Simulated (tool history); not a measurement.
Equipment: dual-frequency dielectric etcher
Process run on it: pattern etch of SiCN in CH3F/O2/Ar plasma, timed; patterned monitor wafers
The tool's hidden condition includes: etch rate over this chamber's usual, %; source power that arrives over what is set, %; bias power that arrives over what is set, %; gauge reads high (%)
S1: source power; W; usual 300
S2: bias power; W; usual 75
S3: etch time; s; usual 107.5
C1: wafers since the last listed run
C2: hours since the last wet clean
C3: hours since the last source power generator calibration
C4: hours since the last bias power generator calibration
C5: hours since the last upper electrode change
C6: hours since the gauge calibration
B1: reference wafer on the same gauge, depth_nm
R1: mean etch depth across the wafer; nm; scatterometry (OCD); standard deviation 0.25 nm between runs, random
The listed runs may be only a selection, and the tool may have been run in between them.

run	day	S1	S2	S3	C1	C2	C3	C4	C5	C6	B1	R1
1	0	350	75	107.5	0	350.8	5135.2	2487.3	4982.7	2852	34.22	42.52
2	1.112	300	68	88.5	255	377.5	5161.9	2514	5009.4	2878.7	34.24	32.4
3	3.262	300	68	88.5	494	429.1	5213.5	2565.6	5061	2930.3	34.26	32.34
4	4.804	300	68	88.5	354	466.1	5250.5	2602.6	5098	2967.3	34.14	32.5
5	7.229	300	79	100	557	524.3	5308.7	2660.8	5156.2	3025.5	34.13	38.27
# day 7.8: source power generator calibrated
# day 9.046: wet clean of the chamber
6	9.417	250	93	136.5	234	8.9	38.8	2713.3	5208.7	3078	34.23	49.24
7	11.983	300	75	86	589	70.5	100.4	2774.9	5270.3	3139.6	34.14	31.09
8	14.775	280	75	119	641	137.5	167.4	2841.9	5337.3	3206.6	34.15	42.44
# day 16.125: gauge calibrated
9	16.438	300	60	94.5	382	177.4	207.3	2881.8	5377.2	7.5	34.24	32.71
10	17.492	240	57	87	242	202.7	232.6	2907.1	5402.5	32.8	34.24	27.56
# day 21.95: bias power generator calibrated
11	23.725	300	60	94.5	1394	352.3	382.2	42.6	5552.1	182.4	34.19	33.14
12	25.983	250	75	81	518	406.5	436.4	96.8	5606.3	236.6	34.16	28.24
13	27.55	370	75	107.5	360	444.1	474	134.4	5643.9	274.2	34.11	43.32
14	29.958	300	69	125.5	553	501.9	531.8	192.2	5701.7	332	34.22	46.44
# day 33.312: wet clean of the chamber
# day 33.742: upper electrode replaced
15	33.762	300	75	107.5	545	10.8	623.1	283.5	0.5	423.3	34.2	38.9
16	34.646	300	75	107.5	202	32	644.3	304.7	21.7	444.5	34.21	39
17	36.408	300	75	107.5	405	74.3	686.6	347	64	486.8	34.18	39.49
18	38.421	240	58	96	462	122.6	734.9	395.3	112.3	535.1	34.14	30.21
19	42.533	300	75	82.5	945	221.3	833.6	494	211	633.8	34.23	30.3
20	44.242	320	89	107.5	392	262.3	874.6	535	252	674.8	34.22	42.87
21	46.554	370	85	79.5	531	317.8	930.1	590.5	307.5	730.3	34.18	33.21
22	49.233	300	64	136	615	382.1	994.4	654.8	371.8	794.6	34.19	48.55
23	52.104	300	64	136	659	451	1063.3	723.7	440.7	863.5	34.2	49.11
24	54.596	300	75	117.5	572	510.8	1123.1	783.5	500.5	923.3	34.2	44.9
# day 57.329: wet clean of the chamber
25	57.35	250	93	136.5	403	0.5	1189.2	849.6	566.6	989.4	34.17	49.5
26	58.983	300	59	107.5	375	39.7	1228.4	888.8	605.8	1028.6	34.19	35.68
27	61.608	300	75	107.5	603	102.7	1291.4	951.8	668.8	1091.6	34.21	39.32
28	64.404	260	65	107.5	642	169.8	1358.5	1018.9	735.9	1158.7	34.21	35.48
29	65.975	300	75	107.5	360	207.5	1396.2	1056.6	773.6	1196.4	34.26	39.64

Each row is a separate what-if for the run after 29, all from the same tool condition, not one after another. Results?
A	65.992	300	81	107.5	3	207.9	1396.6	1057	774	1196.8	?	?
B	65.992	360	91	107.5	3	207.9	1396.6	1057	774	1196.8	?	?
C	65.992	300	62	107.5	3	207.9	1396.6	1057	774	1196.8	?	?
D	65.992	370	80	98.5	3	207.9	1396.6	1057	774	1196.8	?	?
E	65.992	240	75	118.5	3	207.9	1396.6	1057	774	1196.8	?	?

run	B1	R1
A	34.2	40.36
B	34.2	44.61
C	34.2	37.28
D	34.2	39.65
E	34.2	40.23
Stripped of hidden state, with their random variation kept, the same runs would have yielded:
run	R1
A	39.67
B	43.85
C	36.64
D	38.97
E	39.54

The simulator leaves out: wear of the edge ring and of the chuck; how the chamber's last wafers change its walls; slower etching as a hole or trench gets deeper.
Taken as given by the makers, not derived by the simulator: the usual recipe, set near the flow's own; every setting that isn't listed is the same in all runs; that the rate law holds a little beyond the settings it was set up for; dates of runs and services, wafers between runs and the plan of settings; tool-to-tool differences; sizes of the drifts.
